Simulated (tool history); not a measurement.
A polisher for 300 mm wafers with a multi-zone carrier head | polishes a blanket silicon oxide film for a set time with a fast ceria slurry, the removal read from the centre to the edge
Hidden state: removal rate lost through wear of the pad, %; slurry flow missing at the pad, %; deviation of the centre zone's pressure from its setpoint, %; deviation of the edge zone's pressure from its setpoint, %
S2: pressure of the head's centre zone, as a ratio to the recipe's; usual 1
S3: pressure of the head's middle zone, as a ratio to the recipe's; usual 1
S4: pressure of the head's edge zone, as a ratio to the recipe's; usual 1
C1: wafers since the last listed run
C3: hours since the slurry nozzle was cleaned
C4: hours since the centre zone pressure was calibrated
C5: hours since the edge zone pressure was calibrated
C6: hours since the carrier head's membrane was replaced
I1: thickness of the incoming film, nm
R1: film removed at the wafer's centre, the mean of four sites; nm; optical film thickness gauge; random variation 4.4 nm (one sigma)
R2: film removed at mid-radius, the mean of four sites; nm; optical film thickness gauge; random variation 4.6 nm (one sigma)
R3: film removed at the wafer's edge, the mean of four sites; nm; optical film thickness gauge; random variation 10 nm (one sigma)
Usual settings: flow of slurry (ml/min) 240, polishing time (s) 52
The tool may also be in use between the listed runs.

Run 1, day 0: usual settings but S2 0.92, S3 0.94, S4 1.05; C1 0; wafers polished on this pad 741; C3 490.8; C4 67.8; C5 803.9; C6 58; I1 2628.1. Result: R1 668.2 nm, R2 679 nm, R3 732.2 nm.
Run 2, day 0.925: usual settings but flow of slurry (ml/min) 300, S2 0.91, polishing time (s) 40; C1 173; wafers polished on this pad 915; C3 513; C4 90; C5 826.1; C6 80.2; I1 2635.6. Result: R1 517.3 nm, R2 560.6 nm, R3 550.6 nm.
At day 1.442: edge zone pressure recalibrated.
Run 3, day 2.404: usual settings but flow of slurry (ml/min) 195, S2 0.94, S3 0.88, S4 1.07; C1 262; wafers polished on this pad 1177; C3 548.5; C4 125.5; C5 23.1; C6 115.7; I1 2659.4. Result: R1 649.5 nm, R2 623 nm, R3 708.8 nm.
Run 4, day 5.429: usual settings but S3 0.9; C1 568; wafers polished on this pad 1745; C3 621.1; C4 198.1; C5 95.7; C6 188.3; I1 2652.2. Result: R1 706.3 nm, R2 653 nm, R3 679.3 nm.
At day 5.729: worn pad replaced by a new one.
Run 5, day 9.154: usual settings but polishing time (s) 60; C1 668; wafers polished on this pad 643; C3 710.5; C4 287.5; C5 185.1; C6 277.7; I1 2586.4. Result: R1 821.9 nm, R2 831.7 nm, R3 814.9 nm.
Run 6, day 9.712: usual settings; C1 104; wafers polished on this pad 748; C3 723.9; C4 300.9; C5 198.5; C6 291.1; I1 2633.3. Result: R1 708.5 nm, R2 710.5 nm, R3 709.7 nm.
Run 7, day 10.625: usual settings but S2 1.08, S3 1.11, S4 1.11, polishing time (s) 66; C1 171; wafers polished on this pad 919; C3 745.8; C4 322.8; C5 220.4; C6 313; I1 2673.5. Result: R1 958.9 nm, R2 988.6 nm, R3 937.3 nm.
At day 11.471: slurry nozzle cleaned.
Run 8, day 11.842: usual settings but flow of slurry (ml/min) 305, S4 1.04, polishing time (s) 67; C1 220; wafers polished on this pad 1140; C3 8.9; C4 352; C5 249.6; C6 342.2; I1 2625.1. Result: R1 932.6 nm, R2 930.5 nm, R3 960.9 nm.
Run 9, day 12.988: usual settings but S2 0.97, S3 1.08, polishing time (s) 60; C1 215; wafers polished on this pad 1355; C3 36.4; C4 379.5; C5 277.1; C6 369.7; I1 2663.5. Result: R1 784.4 nm, R2 865.2 nm, R3 813.7 nm.
Run 10, day 16.075: usual settings but polishing time (s) 58; C1 579; wafers polished on this pad 1935; C3 110.5; C4 453.6; C5 351.2; C6 443.8; I1 2620. Result: R1 777.4 nm, R2 786.7 nm, R3 768.4 nm.
Run 11, day 16.908: usual settings but flow of slurry (ml/min) 210, S3 1.12, S4 0.92; C1 156; wafers polished on this pad 2092; C3 130.5; C4 473.6; C5 371.2; C6 463.8; I1 2603.2. Result: R1 679.2 nm, R2 746.7 nm, R3 650.3 nm.
Run 12, day 17.562: usual settings but S4 0.95, polishing time (s) 69; C1 122; wafers polished on this pad 2214; C3 146.2; C4 489.3; C5 386.9; C6 479.5; I1 2617.6. Result: R1 924.9 nm, R2 938.5 nm, R3 911.6 nm.
At day 18.817: worn pad replaced by a new one.
Run 13, day 18.838: usual settings but S4 1.08; C1 208; wafers polished on this pad 4; C3 176.8; C4 519.9; C5 417.5; C6 510.1; I1 2634.6. Result: R1 732.4 nm, R2 735.4 nm, R3 769.6 nm.
Run 14, day 19.654: usual settings but flow of slurry (ml/min) 165, S3 0.9; C1 153; wafers polished on this pad 157; C3 196.4; C4 539.5; C5 437.1; C6 529.7; I1 2655.3. Result: R1 685.2 nm, R2 632.3 nm, R3 701.8 nm.
Run 15, day 20.596: usual settings; C1 176; wafers polished on this pad 334; C3 219; C4 562.1; C5 459.7; C6 552.3; I1 2666.7. Result: R1 716.3 nm, R2 728.6 nm, R3 733.1 nm.
Run 16, day 21.583: usual settings; C1 185; wafers polished on this pad 519; C3 242.7; C4 585.8; C5 483.4; C6 576; I1 2651.4. Result: R1 726 nm, R2 715.2 nm, R3 712.3 nm.
Run 17, day 25.742: usual settings; C1 781; wafers polished on this pad 1300; C3 342.5; C4 685.6; C5 583.2; C6 675.8; I1 2625.5. Result: R1 696.5 nm, R2 706.3 nm, R3 690.4 nm.
Run 18, day 27.054: usual settings but flow of slurry (ml/min) 265, S4 1.09, polishing time (s) 45; C1 246; wafers polished on this pad 1547; C3 374; C4 717.1; C5 614.7; C6 707.3; I1 2632.5. Result: R1 611.8 nm, R2 613.9 nm, R3 646.3 nm.
Run 19, day 28.521: usual settings but flow of slurry (ml/min) 320, S3 1.03; C1 275; wafers polished on this pad 1822; C3 409.2; C4 752.3; C5 649.9; C6 742.5; I1 2647.2. Result: R1 726.9 nm, R2 738.1 nm, R3 709.2 nm.
Run 20, day 29.488: usual settings; C1 181; wafers polished on this pad 2004; C3 432.4; C4 775.5; C5 673.1; C6 765.7; I1 2593.3. Result: R1 707.3 nm, R2 692.7 nm, R3 704 nm.
Run 21, day 30.008: usual settings but S3 1.09; C1 97; wafers polished on this pad 2102; C3 444.9; C4 788; C5 685.6; C6 778.2; I1 2647.4. Result: R1 699.6 nm, R2 741.4 nm, R3 711.8 nm.
At day 30.638: worn pad replaced by a new one.
Run 22, day 30.671: usual settings; C1 93; wafers polished on this pad 6; C3 460.8; C4 803.9; C5 701.5; C6 794.1; I1 2641.6. Result: R1 741.8 nm, R2 744.4 nm, R3 711.8 nm.

4 ways to go on from here, each from the tool as it stands after run 22. What would each give?
Run A, day 30.688: usual settings; C1 3; wafers polished on this pad 9; C3 461.2; C4 804.3; C5 701.9; C6 794.5; I1 2645.1. Result: R1 ?, R2 ?, R3 ?.
Run B, day 30.688: usual settings but flow of slurry (ml/min) 175, polishing time (s) 36; C1 3; wafers polished on this pad 9; C3 461.2; C4 804.3; C5 701.9; C6 794.5; I1 2645.1. Result: R1 ?, R2 ?, R3 ?.
Run C, day 30.688: usual settings but flow of slurry (ml/min) 180, S2 0.93, S3 0.92, polishing time (s) 34; C1 3; wafers polished on this pad 9; C3 461.2; C4 804.3; C5 701.9; C6 794.5; I1 2645.1. Result: R1 ?, R2 ?, R3 ?.
Run D, day 30.688: usual settings but S2 0.91, S3 1.1, S4 0.95, polishing time (s) 36; C1 3; wafers polished on this pad 9; C3 461.2; C4 804.3; C5 701.9; C6 794.5; I1 2645.1. Result: R1 ?, R2 ?, R3 ?.

run     R1     R2     R3
  A  732.1  734.7  737.2
  B  478.7  483.4  491.4
  C  429.8    431  466.4
  D  471.6  547.9  497.4
Without the tool's hidden state the same runs would have given:
run     R1     R2     R3
  A  734.7  737.3  739.7
  B  480.4  485.1  493.1
  C  431.3  432.5    468
  D  473.2  549.8  499.1
